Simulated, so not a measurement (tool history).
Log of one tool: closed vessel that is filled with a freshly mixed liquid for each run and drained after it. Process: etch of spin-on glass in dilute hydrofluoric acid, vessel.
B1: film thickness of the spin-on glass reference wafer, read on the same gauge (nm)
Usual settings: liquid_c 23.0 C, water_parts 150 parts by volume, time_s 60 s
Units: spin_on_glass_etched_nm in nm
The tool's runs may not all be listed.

{"run": 1, "day": 0.0, "liquid_c": 23.0, "water_parts": 150, "time_s": 60, "B1": 38.5, "spin_on_glass_etched_nm": 11.55}
{"run": 2, "day": 2.412, "liquid_c": 23.0, "water_parts": 150, "time_s": 60, "B1": 38.44, "spin_on_glass_etched_nm": 11.51}
{"run": 3, "day": 3.85, "liquid_c": 20.5, "water_parts": 150, "time_s": 60, "B1": 38.44, "spin_on_glass_etched_nm": 10.47}
{"run": 4, "day": 4.946, "liquid_c": 23.0, "water_parts": 150, "time_s": 60, "B1": 38.38, "spin_on_glass_etched_nm": 11.54}
{"run": 5, "day": 6.65, "liquid_c": 23.0, "water_parts": 150, "time_s": 60, "B1": 38.35, "spin_on_glass_etched_nm": 11.59}
{"run": 6, "day": 8.55, "liquid_c": 25.0, "water_parts": 170, "time_s": 60, "B1": 38.31, "spin_on_glass_etched_nm": 10.67}
{"run": 7, "day": 11.454, "liquid_c": 25.0, "water_parts": 170, "time_s": 60, "B1": 38.29, "spin_on_glass_etched_nm": 10.77}
{"day": 13.133, "done": "hydrofluoric acid flow meter replaced"}
{"run": 8, "day": 13.758, "liquid_c": 25.0, "water_parts": 170, "time_s": 60, "B1": 38.25, "spin_on_glass_etched_nm": 10.66}
{"run": 9, "day": 14.933, "liquid_c": 23.0, "water_parts": 150, "time_s": 60, "B1": 38.23, "spin_on_glass_etched_nm": 11.58}
{"run": 10, "day": 16.733, "liquid_c": 23.0, "water_parts": 150, "time_s": 60, "B1": 38.22, "spin_on_glass_etched_nm": 11.55}
{"run": 11, "day": 18.725, "liquid_c": 23.0, "water_parts": 120, "time_s": 60, "B1": 38.21, "spin_on_glass_etched_nm": 15.02}
{"run": 12, "day": 21.279, "liquid_c": 23.0, "water_parts": 120, "time_s": 60, "B1": 38.18, "spin_on_glass_etched_nm": 14.88}
{"run": 13, "day": 22.954, "liquid_c": 23.0, "water_parts": 150, "time_s": 55, "B1": 38.14, "spin_on_glass_etched_nm": 10.57}
{"run": 14, "day": 25.296, "liquid_c": 23.0, "water_parts": 205, "time_s": 60, "B1": 38.11, "spin_on_glass_etched_nm": 7.91}
{"run": 15, "day": 27.262, "liquid_c": 23.0, "water_parts": 205, "time_s": 60, "B1": 38.14, "spin_on_glass_etched_nm": 7.9}
{"run": 16, "day": 28.683, "liquid_c": 19.5, "water_parts": 150, "time_s": 70, "B1": 38.14, "spin_on_glass_etched_nm": 11.91}
{"day": 31.35, "done": "gauge calibrated"}
{"run": 17, "day": 34.933, "liquid_c": 23.0, "water_parts": 150, "time_s": 70, "B1": 39.73, "spin_on_glass_etched_nm": 14.1}
{"day": 36.525, "done": "thermometer replaced"}
{"run": 18, "day": 37.262, "liquid_c": 19.0, "water_parts": 175, "time_s": 60, "B1": 39.55, "spin_on_glass_etched_nm": 8.5}
{"day": 37.317, "done": "hydrofluoric acid flow meter replaced"}
{"run": 19, "day": 38.742, "liquid_c": 26.0, "water_parts": 105, "time_s": 75, "B1": 39.41, "spin_on_glass_etched_nm": 25.2}
{"run": 20, "day": 40.842, "liquid_c": 20.5, "water_parts": 150, "time_s": 50, "B1": 39.29, "spin_on_glass_etched_nm": 8.91}
{"run": 21, "day": 42.275, "liquid_c": 23.0, "water_parts": 150, "time_s": 60, "B1": 39.14, "spin_on_glass_etched_nm": 11.85}
{"run": 22, "day": 44.058, "liquid_c": 23.0, "water_parts": 150, "time_s": 60, "B1": 39.07, "spin_on_glass_etched_nm": 11.72}
{"run": 23, "day": 46.542, "liquid_c": 23.0, "water_parts": 150, "time_s": 60, "B1": 38.94, "spin_on_glass_etched_nm": 11.79}
{"run": 24, "day": 47.762, "liquid_c": 23.0, "water_parts": 150, "time_s": 60, "B1": 38.87, "spin_on_glass_etched_nm": 11.65}
{"run": 25, "day": 50.138, "liquid_c": 23.0, "water_parts": 150, "time_s": 35, "B1": 38.75, "spin_on_glass_etched_nm": 6.86}
{"run": 26, "day": 52.696, "liquid_c": 25.0, "water_parts": 180, "time_s": 95, "B1": 38.69, "spin_on_glass_etched_nm": 15.97}
{"run": 27, "day": 55.596, "liquid_c": 25.0, "water_parts": 75, "time_s": 60, "B1": 38.58, "spin_on_glass_etched_nm": 27.66}
{"run": 28, "day": 57.462, "liquid_c": 23.0, "water_parts": 150, "time_s": 90, "B1": 38.55, "spin_on_glass_etched_nm": 17.38}
{"run": 29, "day": 59.779, "liquid_c": 21.0, "water_parts": 80, "time_s": 60, "B1": 38.47, "spin_on_glass_etched_nm": 21.99}
{"run": 30, "day": 62.042, "liquid_c": 23.0, "water_parts": 150, "time_s": 60, "B1": 38.43, "spin_on_glass_etched_nm": 11.76}

Measured less the same run without the tool's hidden state. The same run-to-run variation is in both; the gauge's scatter may not be:
The hidden state here: liquid colder than its thermometer reads (K); hydrofluoric acid flow below the setpoint (%); gauge reads high (%).
run=1 spin_on_glass_etched_nm=-0.44
run=2 spin_on_glass_etched_nm=-0.46
run=3 spin_on_glass_etched_nm=-0.43
run=4 spin_on_glass_etched_nm=-0.48
run=5 spin_on_glass_etched_nm=-0.49
run=6 spin_on_glass_etched_nm=-0.46
run=7 spin_on_glass_etched_nm=-0.48
run=8 spin_on_glass_etched_nm=-0.49
run=9 spin_on_glass_etched_nm=-0.53
run=10 spin_on_glass_etched_nm=-0.54
run=11 spin_on_glass_etched_nm=-0.71
run=12 spin_on_glass_etched_nm=-0.71
run=13 spin_on_glass_etched_nm=-0.51
run=14 spin_on_glass_etched_nm=-0.39
run=15 spin_on_glass_etched_nm=-0.38
run=16 spin_on_glass_etched_nm=-0.58
run=17 spin_on_glass_etched_nm=-0.08
run=18 spin_on_glass_etched_nm=-0.10
run=19 spin_on_glass_etched_nm=-0.37
run=20 spin_on_glass_etched_nm=-0.17
run=21 spin_on_glass_etched_nm=-0.25
run=22 spin_on_glass_etched_nm=-0.28
run=23 spin_on_glass_etched_nm=-0.33
run=24 spin_on_glass_etched_nm=-0.33
run=25 spin_on_glass_etched_nm=-0.22
run=26 spin_on_glass_etched_nm=-0.55
run=27 spin_on_glass_etched_nm=-1.02
run=28 spin_on_glass_etched_nm=-0.66
run=29 spin_on_glass_etched_nm=-0.88
run=30 spin_on_glass_etched_nm=-0.48
